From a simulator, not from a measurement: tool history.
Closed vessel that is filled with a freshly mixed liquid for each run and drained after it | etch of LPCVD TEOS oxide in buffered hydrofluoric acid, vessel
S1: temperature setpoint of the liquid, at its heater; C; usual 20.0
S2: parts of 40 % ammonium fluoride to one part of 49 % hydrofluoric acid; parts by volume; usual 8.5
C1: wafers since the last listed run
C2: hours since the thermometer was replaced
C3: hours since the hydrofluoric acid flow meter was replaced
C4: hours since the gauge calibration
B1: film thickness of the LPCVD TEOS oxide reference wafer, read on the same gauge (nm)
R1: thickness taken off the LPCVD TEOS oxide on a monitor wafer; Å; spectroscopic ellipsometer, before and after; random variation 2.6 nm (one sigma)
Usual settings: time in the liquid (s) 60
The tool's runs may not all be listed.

{"run": 1, "hour": 0.0, "S1": 20.0, "S2": 8.5, "time in the liquid (s)": 80, "C1": 0, "C2": 1465.5, "C3": 1147.4, "C4": 523.8, "B1": 70.01, "R1": 3273.1}
{"run": 2, "hour": 92.2, "S1": 20.0, "S2": 8.5, "time in the liquid (s)": 80, "C1": 12806, "C2": 1557.7, "C3": 1239.6, "C4": 616.0, "B1": 70.0, "R1": 3260.6}
{"run": 3, "hour": 159.9, "S1": 20.0, "S2": 8.5, "time in the liquid (s)": 80, "C1": 9403, "C2": 1625.4, "C3": 1307.3, "C4": 683.7, "B1": 69.98, "R1": 3223.9}
{"run": 4, "hour": 240.7, "S1": 17.0, "S2": 8.5, "time in the liquid (s)": 60, "C1": 11222, "C2": 1706.2, "C3": 1388.1, "C4": 764.5, "B1": 70.01, "R1": 2034.4}
{"run": 5, "hour": 277.0, "S1": 17.0, "S2": 8.5, "time in the liquid (s)": 60, "C1": 5041, "C2": 1742.5, "C3": 1424.4, "C4": 800.8, "B1": 70.03, "R1": 2037.1}
{"run": 6, "hour": 380.1, "S1": 20.0, "S2": 8.5, "time in the liquid (s)": 60, "C1": 14320, "C2": 1845.6, "C3": 1527.5, "C4": 903.9, "B1": 70.01, "R1": 2405.1}
{"run": 7, "hour": 486.1, "S1": 20.0, "S2": 8.5, "time in the liquid (s)": 60, "C1": 14722, "C2": 1951.6, "C3": 1633.5, "C4": 1009.9, "B1": 70.0, "R1": 2378.5}
{"run": 8, "hour": 591.4, "S1": 20.0, "S2": 8.5, "time in the liquid (s)": 60, "C1": 14625, "C2": 2056.9, "C3": 1738.8, "C4": 1115.2, "B1": 70.02, "R1": 2353.1}
{"hour": 677.4, "done": "gauge calibrated"}
{"run": 9, "hour": 881.5, "S1": 20.0, "S2": 7.5, "time in the liquid (s)": 60, "C1": 40293, "C2": 2347.0, "C3": 2028.9, "C4": 204.1, "B1": 70.0, "R1": 2699.9}
{"run": 10, "hour": 966.6, "S1": 20.0, "S2": 7.5, "time in the liquid (s)": 60, "C1": 11820, "C2": 2432.1, "C3": 2114.0, "C4": 289.2, "B1": 70.0, "R1": 2649.9}
{"hour": 979.6, "done": "hydrofluoric acid flow meter replaced"}
{"hour": 1053.1, "done": "thermometer replaced"}
{"run": 11, "hour": 1061.3, "S1": 18.0, "S2": 7.0, "time in the liquid (s)": 35, "C1": 12875, "C2": 8.2, "C3": 81.7, "C4": 383.9, "B1": 69.98, "R1": 1651.8}
{"run": 12, "hour": 1118.9, "S1": 20.0, "S2": 11.0, "time in the liquid (s)": 40, "C1": 8000, "C2": 65.8, "C3": 139.3, "C4": 441.5, "B1": 70.0, "R1": 1398.1}
{"run": 13, "hour": 1155.1, "S1": 20.0, "S2": 11.0, "time in the liquid (s)": 50, "C1": 5028, "C2": 102.0, "C3": 175.5, "C4": 477.7, "B1": 70.01, "R1": 1743.8}
{"run": 14, "hour": 1237.1, "S1": 20.0, "S2": 5.0, "time in the liquid (s)": 90, "C1": 11389, "C2": 184.0, "C3": 257.5, "C4": 559.7, "B1": 70.0, "R1": 6401.2}
{"run": 15, "hour": 1281.8, "S1": 23.5, "S2": 8.5, "time in the liquid (s)": 60, "C1": 6208, "C2": 228.7, "C3": 302.2, "C4": 604.4, "B1": 69.99, "R1": 3169.1}
{"run": 16, "hour": 1327.8, "S1": 20.0, "S2": 8.5, "time in the liquid (s)": 60, "C1": 6389, "C2": 274.7, "C3": 348.2, "C4": 650.4, "B1": 70.02, "R1": 2587.5}
{"run": 17, "hour": 1397.3, "S1": 20.0, "S2": 6.5, "time in the liquid (s)": 30, "C1": 9653, "C2": 344.2, "C3": 417.7, "C4": 719.9, "B1": 70.0, "R1": 1708.8}
{"run": 18, "hour": 1436.6, "S1": 20.0, "S2": 10.0, "time in the liquid (s)": 60, "C1": 5458, "C2": 383.5, "C3": 457.0, "C4": 759.2, "B1": 70.0, "R1": 2231.4}
{"run": 19, "hour": 1535.2, "S1": 20.0, "S2": 8.5, "time in the liquid (s)": 60, "C1": 13695, "C2": 482.1, "C3": 555.6, "C4": 857.8, "B1": 70.03, "R1": 2563.6}
{"run": 20, "hour": 1577.7, "S1": 20.0, "S2": 8.5, "time in the liquid (s)": 60, "C1": 5903, "C2": 524.6, "C3": 598.1, "C4": 900.3, "B1": 69.98, "R1": 2543.3}
{"run": 21, "hour": 1655.7, "S1": 20.0, "S2": 8.5, "time in the liquid (s)": 60, "C1": 10833, "C2": 602.6, "C3": 676.1, "C4": 978.3, "B1": 70.02, "R1": 2554.7}

Forecast each of these 4 alternatives for the next run:
{"run": "A", "hour": 1656.4, "S1": 20.0, "S2": 9.5, "time in the liquid (s)": 60, "C1": 97, "C2": 603.3, "C3": 676.8, "C4": 979.0, "B1": "?", "R1": "?"}
{"run": "B", "hour": 1656.4, "S1": 20.0, "S2": 8.5, "time in the liquid (s)": 35, "C1": 97, "C2": 603.3, "C3": 676.8, "C4": 979.0, "B1": "?", "R1": "?"}
{"run": "C", "hour": 1656.4, "S1": 20.0, "S2": 11.5, "time in the liquid (s)": 60, "C1": 97, "C2": 603.3, "C3": 676.8, "C4": 979.0, "B1": "?", "R1": "?"}
{"run": "D", "hour": 1656.4, "S1": 20.0, "S2": 8.5, "time in the liquid (s)": 75, "C1": 97, "C2": 603.3, "C3": 676.8, "C4": 979.0, "B1": "?", "R1": "?"}

run=A B1=69.97 R1=2307.0
run=B B1=69.97 R1=1481.5
run=C B1=69.97 R1=1949.0
run=D B1=69.97 R1=3174.7
Without the tool's hidden state the same runs would have given:
run=A R1=2415.7
run=B R1=1551.3
run=C R1=2040.8
run=D R1=3324.2
